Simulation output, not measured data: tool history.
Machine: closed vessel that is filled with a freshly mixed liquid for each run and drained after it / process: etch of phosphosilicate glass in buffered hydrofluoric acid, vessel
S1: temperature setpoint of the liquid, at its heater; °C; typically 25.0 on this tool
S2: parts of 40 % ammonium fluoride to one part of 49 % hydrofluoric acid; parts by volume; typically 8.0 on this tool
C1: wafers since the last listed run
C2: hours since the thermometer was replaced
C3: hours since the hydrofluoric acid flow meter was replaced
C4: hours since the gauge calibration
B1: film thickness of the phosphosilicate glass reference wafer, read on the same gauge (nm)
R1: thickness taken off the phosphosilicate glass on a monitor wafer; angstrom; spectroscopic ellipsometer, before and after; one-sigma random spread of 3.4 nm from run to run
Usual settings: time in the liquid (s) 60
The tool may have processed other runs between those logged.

run 1 day=0.000 | S1=25.0 S2=8.0 time_in_the_liquid_(s)=60 | C1=0 C2=646.1 C3=871.7 C4=201.0 | B1=39.99 | R1=3520.9
run 2 day=1.508 | S1=25.0 S2=8.0 time_in_the_liquid_(s)=60 | C1=3414 C2=682.3 C3=907.9 C4=237.2 | B1=40.04 | R1=3565.7
run 3 day=3.925 | S1=25.0 S2=8.0 time_in_the_liquid_(s)=60 | C1=5470 C2=740.3 C3=965.9 C4=295.2 | B1=39.99 | R1=3611.6
run 4 day=6.362 | S1=25.0 S2=8.0 time_in_the_liquid_(s)=60 | C1=5518 C2=798.8 C3=1024.4 C4=353.7 | B1=40.02 | R1=3643.6
run 5 day=8.975 | S1=25.0 S2=8.0 time_in_the_liquid_(s)=60 | C1=5914 C2=861.5 C3=1087.1 C4=416.4 | B1=39.97 | R1=3580.0
run 6 day=11.350 | S1=27.5 S2=8.0 time_in_the_liquid_(s)=75 | C1=5376 C2=918.5 C3=1144.1 C4=473.4 | B1=40.04 | R1=5129.7
run 7 day=13.171 | S1=25.0 S2=6.5 time_in_the_liquid_(s)=60 | C1=4122 C2=962.2 C3=1187.8 C4=517.1 | B1=39.98 | R1=4408.7
run 8 day=15.058 | S1=25.0 S2=9.0 time_in_the_liquid_(s)=60 | C1=4273 C2=1007.5 C3=1233.1 C4=562.4 | B1=40.06 | R1=3161.4
run 9 day=16.529 | S1=25.0 S2=8.0 time_in_the_liquid_(s)=60 | C1=3329 C2=1042.8 C3=1268.4 C4=597.7 | B1=39.95 | R1=3650.8
run 10 day=18.142 | S1=25.0 S2=9.0 time_in_the_liquid_(s)=35 | C1=3650 C2=1081.5 C3=1307.1 C4=636.4 | B1=40.02 | R1=1819.3
run 11 day=20.312 | S1=25.0 S2=9.0 time_in_the_liquid_(s)=35 | C1=4914 C2=1133.6 C3=1359.2 C4=688.5 | B1=40.04 | R1=1843.5
run 12 day=21.362 | S1=25.0 S2=8.0 time_in_the_liquid_(s)=75 | C1=2377 C2=1158.8 C3=1384.4 C4=713.7 | B1=40.05 | R1=4519.6
run 13 day=23.846 | S1=25.0 S2=8.0 time_in_the_liquid_(s)=75 | C1=5621 C2=1218.4 C3=1444.0 C4=773.3 | B1=39.98 | R1=4445.7
run 14 day=25.425 | S1=22.5 S2=6.5 time_in_the_liquid_(s)=40 | C1=3575 C2=1256.3 C3=1481.9 C4=811.2 | B1=39.99 | R1=2566.9
run 15 day=27.212 | S1=28.0 S2=5.5 time_in_the_liquid_(s)=85 | C1=4046 C2=1299.2 C3=1524.8 C4=854.1 | B1=40.02 | R1=8502.9
run 16 day=28.558 | S1=25.0 S2=8.0 time_in_the_liquid_(s)=60 | C1=3046 C2=1331.5 C3=1557.1 C4=886.4 | B1=39.99 | R1=3559.3
run 17 day=34.767 | S1=21.0 S2=5.5 time_in_the_liquid_(s)=40 | C1=14054 C2=1480.5 C3=1706.1 C4=1035.4 | B1=40.04 | R1=2712.9
run 18 day=36.092 | S1=25.0 S2=8.0 time_in_the_liquid_(s)=60 | C1=2999 C2=1512.3 C3=1737.9 C4=1067.2 | B1=40.00 | R1=3594.3
-- day=36.904 thermometer replaced
run 19 day=37.683 | S1=22.0 S2=8.0 time_in_the_liquid_(s)=45 | C1=3508 C2=18.7 C3=1776.1 C4=1105.4 | B1=40.02 | R1=2260.0
run 20 day=39.988 | S1=23.0 S2=10.0 time_in_the_liquid_(s)=85 | C1=5216 C2=74.0 C3=1831.4 C4=1160.7 | B1=39.96 | R1=3755.2
-- day=41.567 hydrofluoric acid flow meter replaced
-- day=42.558 gauge calibrated
run 21 day=42.562 | S1=28.5 S2=8.0 time_in_the_liquid_(s)=60 | C1=5735 C2=135.8 C3=23.9 C4=0.1 | B1=39.97 | R1=4348.0

Run 22 has not been measured yet. What should we expect?
run 22 day=44.629 | S1=23.0 S2=10.5 time_in_the_liquid_(s)=45 | C1=4678 C2=185.4 C3=73.5 C4=49.7 | B1=? | R1=?

Logged for run 22: B1 40.06, R1 1909.9 angstrom.
The same run, on a tool lacking any hidden state, would have yielded R1 1909.9 angstrom.
